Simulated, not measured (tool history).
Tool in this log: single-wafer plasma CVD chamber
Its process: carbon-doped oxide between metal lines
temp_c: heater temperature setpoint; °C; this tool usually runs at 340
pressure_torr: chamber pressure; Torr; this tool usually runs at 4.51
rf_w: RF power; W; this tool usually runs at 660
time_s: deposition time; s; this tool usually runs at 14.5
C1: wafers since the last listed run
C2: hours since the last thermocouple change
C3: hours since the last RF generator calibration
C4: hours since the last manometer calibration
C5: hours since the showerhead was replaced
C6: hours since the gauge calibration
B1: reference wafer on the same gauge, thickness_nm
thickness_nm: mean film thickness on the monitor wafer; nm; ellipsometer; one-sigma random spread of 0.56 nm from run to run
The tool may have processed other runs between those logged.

run 1 hour=0.0 | temp_c=340 pressure_torr=4.51 rf_w=660 time_s=14.5 | C1=0 C2=2902.0 C3=1949.2 C4=2025.7 C5=2295.7 C6=669.0 | B1=78.932 | thickness_nm=96.794
-- hour=21.6 RF generator calibrated
run 2 hour=33.2 | temp_c=340 pressure_torr=4.51 rf_w=660 time_s=14.5 | C1=952 C2=2935.2 C3=11.6 C4=2058.9 C5=2328.9 C6=702.2 | B1=78.905 | thickness_nm=96.944
run 3 hour=58.0 | temp_c=340 pressure_torr=4.51 rf_w=660 time_s=14.5 | C1=937 C2=2960.0 C3=36.4 C4=2083.7 C5=2353.7 C6=727.0 | B1=78.901 | thickness_nm=98.049
run 4 hour=70.2 | temp_c=340 pressure_torr=4.51 rf_w=660 time_s=14.5 | C1=461 C2=2972.2 C3=48.6 C4=2095.9 C5=2365.9 C6=739.2 | B1=78.859 | thickness_nm=97.620
run 5 hour=86.7 | temp_c=340 pressure_torr=4.51 rf_w=660 time_s=14.5 | C1=623 C2=2988.7 C3=65.1 C4=2112.4 C5=2382.4 C6=755.7 | B1=78.835 | thickness_nm=98.219
run 6 hour=105.6 | temp_c=348 pressure_torr=4.51 rf_w=660 time_s=14.5 | C1=714 C2=3007.6 C3=84.0 C4=2131.3 C5=2401.3 C6=774.6 | B1=78.855 | thickness_nm=95.776
run 7 hour=121.2 | temp_c=348 pressure_torr=4.51 rf_w=660 time_s=14.5 | C1=589 C2=3023.2 C3=99.6 C4=2146.9 C5=2416.9 C6=790.2 | B1=78.893 | thickness_nm=94.652
-- hour=203.5 showerhead replaced
run 8 hour=221.2 | temp_c=325 pressure_torr=4.51 rf_w=780 time_s=14.5 | C1=3478 C2=3123.2 C3=199.6 C4=2246.9 C5=17.7 C6=890.2 | B1=78.884 | thickness_nm=117.637
run 9 hour=235.9 | temp_c=340 pressure_torr=5.20 rf_w=660 time_s=14.5 | C1=555 C2=3137.9 C3=214.3 C4=2261.6 C5=32.4 C6=904.9 | B1=78.896 | thickness_nm=99.038
-- hour=256.5 thermocouple changed; heater temperature recalibrated
run 10 hour=257.0 | temp_c=340 pressure_torr=4.51 rf_w=660 time_s=14.5 | C1=495 C2=0.5 C3=235.4 C4=2282.7 C5=53.5 C6=926.0 | B1=78.988 | thickness_nm=97.282
run 11 hour=278.5 | temp_c=340 pressure_torr=4.51 rf_w=605 time_s=14.5 | C1=812 C2=22.0 C3=256.9 C4=2304.2 C5=75.0 C6=947.5 | B1=78.834 | thickness_nm=91.537
run 12 hour=301.7 | temp_c=340 pressure_torr=3.49 rf_w=730 time_s=11.8 | C1=877 C2=45.2 C3=280.1 C4=2327.4 C5=98.2 C6=970.7 | B1=78.820 | thickness_nm=81.904
run 13 hour=336.3 | temp_c=354 pressure_torr=4.51 rf_w=620 time_s=14.5 | C1=1308 C2=79.8 C3=314.7 C4=2362.0 C5=132.8 C6=1005.3 | B1=78.879 | thickness_nm=88.990
-- hour=369.7 gauge calibrated
run 14 hour=372.2 | temp_c=340 pressure_torr=4.51 rf_w=760 time_s=14.5 | C1=1357 C2=115.7 C3=350.6 C4=2397.9 C5=168.7 C6=2.5 | B1=78.914 | thickness_nm=108.666
run 15 hour=396.0 | temp_c=328 pressure_torr=3.91 rf_w=585 time_s=15.9 | C1=899 C2=139.5 C3=374.4 C4=2421.7 C5=192.5 C6=26.3 | B1=78.892 | thickness_nm=99.842
run 16 hour=427.6 | temp_c=346 pressure_torr=4.51 rf_w=595 time_s=16.4 | C1=1194 C2=171.1 C3=406.0 C4=2453.3 C5=224.1 C6=57.9 | B1=78.847 | thickness_nm=99.868
run 17 hour=461.8 | temp_c=340 pressure_torr=4.51 rf_w=660 time_s=13.0 | C1=1293 C2=205.3 C3=440.2 C4=2487.5 C5=258.3 C6=92.1 | B1=78.942 | thickness_nm=87.384
-- hour=487.3 capacitance manometer re-zeroed and calibrated
run 18 hour=491.6 | temp_c=340 pressure_torr=4.90 rf_w=535 time_s=15.6 | C1=824 C2=235.1 C3=470.0 C4=4.3 C5=288.1 C6=121.9 | B1=78.858 | thickness_nm=90.268

Run 19, settings as shown, results not yet in. Your forecast:
run 19 hour=521.8 | temp_c=332 pressure_torr=4.51 rf_w=660 time_s=16.5 | C1=1141 C2=265.3 C3=500.2 C4=34.5 C5=318.3 C6=152.1 | B1=? | thickness_nm=?

{"run 19": {"B1": 78.964, "thickness_nm": 113.467}}
With no hidden state in the tool, this same run would have given thickness_nm 113.467 nm.
